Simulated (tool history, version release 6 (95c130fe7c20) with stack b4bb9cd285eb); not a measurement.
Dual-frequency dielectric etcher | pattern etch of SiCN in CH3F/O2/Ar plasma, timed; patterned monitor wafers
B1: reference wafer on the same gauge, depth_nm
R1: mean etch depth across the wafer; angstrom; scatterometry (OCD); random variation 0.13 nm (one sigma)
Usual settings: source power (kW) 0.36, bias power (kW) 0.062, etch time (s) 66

run 1 hour=0 | source_power_(kW)=0.36 bias_power_(kW)=0.062 etch_time_(s)=66 | B1=23.48 | R1=229.3
run 2 hour=50.2 | source_power_(kW)=0.36 bias_power_(kW)=0.062 etch_time_(s)=66 | B1=23.48 | R1=227
run 3 hour=82.8 | source_power_(kW)=0.36 bias_power_(kW)=0.062 etch_time_(s)=66 | B1=23.49 | R1=230
run 4 hour=125.8 | source_power_(kW)=0.36 bias_power_(kW)=0.053 etch_time_(s)=74 | B1=23.47 | R1=241.4
run 5 hour=167.6 | source_power_(kW)=0.36 bias_power_(kW)=0.053 etch_time_(s)=74 | B1=23.45 | R1=244.7
run 6 hour=216.4 | source_power_(kW)=0.36 bias_power_(kW)=0.062 etch_time_(s)=66 | B1=23.49 | R1=230.6
run 7 hour=251.5 | source_power_(kW)=0.36 bias_power_(kW)=0.062 etch_time_(s)=66 | B1=23.51 | R1=228.9
run 8 hour=292.2 | source_power_(kW)=0.32 bias_power_(kW)=0.046 etch_time_(s)=82 | B1=23.51 | R1=246.4
run 9 hour=350.3 | source_power_(kW)=0.28 bias_power_(kW)=0.062 etch_time_(s)=82 | B1=23.51 | R1=265.4
-- hour=361.3 gauge calibrated
-- hour=368.9 source power generator calibrated
-- hour=402.9 upper electrode replaced
run 10 hour=403.4 | source_power_(kW)=0.3 bias_power_(kW)=0.051 etch_time_(s)=66 | B1=23.53 | R1=199.7
-- hour=461.7 wet clean of the chamber
run 11 hour=462.4 | source_power_(kW)=0.36 bias_power_(kW)=0.062 etch_time_(s)=57.5 | B1=23.47 | R1=201.8
-- hour=501.6 bias power generator calibrated
run 12 hour=532.1 | source_power_(kW)=0.27 bias_power_(kW)=0.068 etch_time_(s)=51.5 | B1=23.52 | R1=169.5
run 13 hour=565.9 | source_power_(kW)=0.36 bias_power_(kW)=0.062 etch_time_(s)=66 | B1=23.51 | R1=229.4
run 14 hour=625.2 | source_power_(kW)=0.4 bias_power_(kW)=0.048 etch_time_(s)=74 | B1=23.5 | R1=242.9

Forecast run 15:
run 15 hour=671.7 | source_power_(kW)=0.36 bias_power_(kW)=0.062 etch_time_(s)=66 | B1=? | R1=?

{"run 15": {"B1": 23.46, "R1": 228.8}}
Without the tool's hidden state the same run would have given R1 228.8 angstrom.
